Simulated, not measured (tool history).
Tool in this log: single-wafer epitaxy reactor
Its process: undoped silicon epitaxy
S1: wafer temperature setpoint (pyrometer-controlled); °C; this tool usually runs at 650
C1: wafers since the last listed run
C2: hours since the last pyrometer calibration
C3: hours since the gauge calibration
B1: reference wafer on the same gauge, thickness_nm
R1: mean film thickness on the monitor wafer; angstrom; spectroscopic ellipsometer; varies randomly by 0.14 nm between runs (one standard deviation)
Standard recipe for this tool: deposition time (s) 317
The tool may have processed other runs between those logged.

{"run": 1, "day": 0.0, "S1": 650, "deposition time (s)": 317, "C1": 0, "C2": 419.6, "C3": 89.3, "B1": 51.056, "R1": 590.5}
{"run": 2, "day": 1.221, "S1": 650, "deposition time (s)": 317, "C1": 172, "C2": 448.9, "C3": 118.6, "B1": 51.01, "R1": 589.69}
{"run": 3, "day": 1.738, "S1": 650, "deposition time (s)": 317, "C1": 72, "C2": 461.3, "C3": 131, "B1": 50.989, "R1": 590.94}
{"run": 4, "day": 3.154, "S1": 650, "deposition time (s)": 317, "C1": 199, "C2": 495.3, "C3": 165, "B1": 50.855, "R1": 588.26}
{"run": 5, "day": 4.133, "S1": 655, "deposition time (s)": 317, "C1": 138, "C2": 518.8, "C3": 188.5, "B1": 50.801, "R1": 661.25}
{"run": 6, "day": 5.117, "S1": 655, "deposition time (s)": 317, "C1": 138, "C2": 542.4, "C3": 212.1, "B1": 50.724, "R1": 658.01}
{"run": 7, "day": 6.212, "S1": 655, "deposition time (s)": 317, "C1": 154, "C2": 568.7, "C3": 238.4, "B1": 50.746, "R1": 654.56}
{"run": 8, "day": 7.062, "S1": 642, "deposition time (s)": 268, "C1": 119, "C2": 589.1, "C3": 258.8, "B1": 50.736, "R1": 413.59}
{"run": 9, "day": 7.838, "S1": 642, "deposition time (s)": 268, "C1": 109, "C2": 607.7, "C3": 277.4, "B1": 50.654, "R1": 410.32}
{"run": 10, "day": 8.912, "S1": 650, "deposition time (s)": 333, "C1": 151, "C2": 633.5, "C3": 303.2, "B1": 50.641, "R1": 614.14}
{"run": 11, "day": 9.612, "S1": 650, "deposition time (s)": 317, "C1": 98, "C2": 650.3, "C3": 320, "B1": 50.541, "R1": 584.36}
{"run": 12, "day": 10.542, "S1": 650, "deposition time (s)": 317, "C1": 131, "C2": 672.6, "C3": 342.3, "B1": 50.534, "R1": 583.63}
{"run": 13, "day": 11.838, "S1": 650, "deposition time (s)": 356, "C1": 182, "C2": 703.7, "C3": 373.4, "B1": 50.508, "R1": 656.81}
{"run": 14, "day": 15.233, "S1": 650, "deposition time (s)": 356, "C1": 479, "C2": 785.2, "C3": 454.9, "B1": 50.283, "R1": 655.24}
{"run": 15, "day": 17.638, "S1": 650, "deposition time (s)": 356, "C1": 339, "C2": 842.9, "C3": 512.6, "B1": 50.193, "R1": 649.88}
{"run": 16, "day": 18.175, "S1": 650, "deposition time (s)": 317, "C1": 75, "C2": 855.8, "C3": 525.5, "B1": 50.145, "R1": 580.37}
{"run": 17, "day": 19.133, "S1": 660, "deposition time (s)": 364, "C1": 135, "C2": 878.8, "C3": 548.5, "B1": 50.148, "R1": 829.93}
{"run": 18, "day": 20.079, "S1": 650, "deposition time (s)": 278, "C1": 133, "C2": 901.5, "C3": 571.2, "B1": 50.137, "R1": 508.8}
{"run": 19, "day": 20.854, "S1": 650, "deposition time (s)": 268, "C1": 109, "C2": 920.1, "C3": 589.8, "B1": 50.055, "R1": 489.03}
{"run": 20, "day": 21.896, "S1": 639, "deposition time (s)": 317, "C1": 147, "C2": 945.1, "C3": 614.8, "B1": 50.011, "R1": 446.6}
{"run": 21, "day": 23.042, "S1": 650, "deposition time (s)": 317, "C1": 161, "C2": 972.6, "C3": 642.3, "B1": 49.986, "R1": 574.9}
{"run": 22, "day": 23.958, "S1": 650, "deposition time (s)": 317, "C1": 129, "C2": 994.6, "C3": 664.3, "B1": 49.9, "R1": 574.55}
{"run": 23, "day": 24.788, "S1": 660, "deposition time (s)": 280, "C1": 117, "C2": 1014.5, "C3": 684.2, "B1": 49.828, "R1": 635.89}
{"day": 25.417, "done": "pyrometer calibrated"}
{"run": 24, "day": 26.2, "S1": 641, "deposition time (s)": 344, "C1": 152, "C2": 18.8, "C3": 718.1, "B1": 49.769, "R1": 507.6}
{"run": 25, "day": 26.996, "S1": 639, "deposition time (s)": 277, "C1": 112, "C2": 37.9, "C3": 737.2, "B1": 49.7, "R1": 389.21}
{"day": 27.742, "done": "gauge calibrated"}
{"run": 26, "day": 28.354, "S1": 655, "deposition time (s)": 317, "C1": 191, "C2": 70.5, "C3": 14.7, "B1": 51.23, "R1": 659.96}
{"run": 27, "day": 30.7, "S1": 650, "deposition time (s)": 317, "C1": 331, "C2": 126.8, "C3": 71, "B1": 51.071, "R1": 590.02}
{"run": 28, "day": 31.471, "S1": 641, "deposition time (s)": 317, "C1": 108, "C2": 145.3, "C3": 89.5, "B1": 50.976, "R1": 479.47}
{"run": 29, "day": 32.058, "S1": 655, "deposition time (s)": 317, "C1": 82, "C2": 159.4, "C3": 103.6, "B1": 51.041, "R1": 657.31}
{"run": 30, "day": 32.558, "S1": 650, "deposition time (s)": 317, "C1": 70, "C2": 171.4, "C3": 115.6, "B1": 50.974, "R1": 587.79}
{"run": 31, "day": 33.912, "S1": 656, "deposition time (s)": 344, "C1": 191, "C2": 203.9, "C3": 148.1, "B1": 50.88, "R1": 729.58}
{"run": 32, "day": 34.633, "S1": 659, "deposition time (s)": 265, "C1": 101, "C2": 221.2, "C3": 165.4, "B1": 50.829, "R1": 600.92}
{"run": 33, "day": 36.025, "S1": 636, "deposition time (s)": 264, "C1": 196, "C2": 254.6, "C3": 198.8, "B1": 50.778, "R1": 352.72}
{"run": 34, "day": 37.325, "S1": 641, "deposition time (s)": 340, "C1": 183, "C2": 285.8, "C3": 230, "B1": 50.741, "R1": 512.99}
{"run": 35, "day": 38.054, "S1": 650, "deposition time (s)": 317, "C1": 102, "C2": 303.3, "C3": 247.5, "B1": 50.709, "R1": 584.89}
{"run": 36, "day": 39.067, "S1": 642, "deposition time (s)": 338, "C1": 142, "C2": 327.6, "C3": 271.8, "B1": 50.73, "R1": 520.9}
{"run": 37, "day": 39.625, "S1": 638, "deposition time (s)": 317, "C1": 78, "C2": 341, "C3": 285.2, "B1": 50.624, "R1": 444.46}
{"run": 38, "day": 40.796, "S1": 641, "deposition time (s)": 371, "C1": 165, "C2": 369.1, "C3": 313.3, "B1": 50.576, "R1": 556.16}
{"run": 39, "day": 41.771, "S1": 637, "deposition time (s)": 260, "C1": 137, "C2": 392.5, "C3": 336.7, "B1": 50.5, "R1": 354.12}
{"run": 40, "day": 42.821, "S1": 650, "deposition time (s)": 317, "C1": 148, "C2": 417.7, "C3": 361.9, "B1": 50.497, "R1": 581.84}
{"run": 41, "day": 43.442, "S1": 654, "deposition time (s)": 254, "C1": 87, "C2": 432.6, "C3": 376.8, "B1": 50.445, "R1": 508.39}
{"run": 42, "day": 45.408, "S1": 659, "deposition time (s)": 275, "C1": 277, "C2": 479.8, "C3": 424, "B1": 50.347, "R1": 615.95}
{"run": 43, "day": 46.321, "S1": 658, "deposition time (s)": 345, "C1": 128, "C2": 501.7, "C3": 445.9, "B1": 50.306, "R1": 755.61}
{"run": 44, "day": 47.408, "S1": 650, "deposition time (s)": 317, "C1": 153, "C2": 527.8, "C3": 472, "B1": 50.284, "R1": 581.04}

Selected run-to-run steps in R1, each split into two signed amounts: the part the tool would show with no hidden state at all (from settings, incoming material and random variation), and the remainder, which goes to the hidden state together with any gauge scatter not common to the measured and the hidden-state-free results:
The hidden state here: wafer temperature above the value expected at the setpoint (K); gauge reads high (%).
Run 16 -> 17: S1 650 -> 660, deposition time (s) 317 -> 364. R1 +249.56 angstrom: hidden state -5.9, all else +255.46.
Run 17 -> 18: S1 660 -> 650, deposition time (s) 364 -> 278. R1 -321.13 angstrom: hidden state +6.39, all else -327.52.
Run 25 -> 26: S1 639 -> 655, deposition time (s) 277 -> 317, gauge calibrated. R1 +270.75 angstrom: hidden state +11.22, all else +259.53.
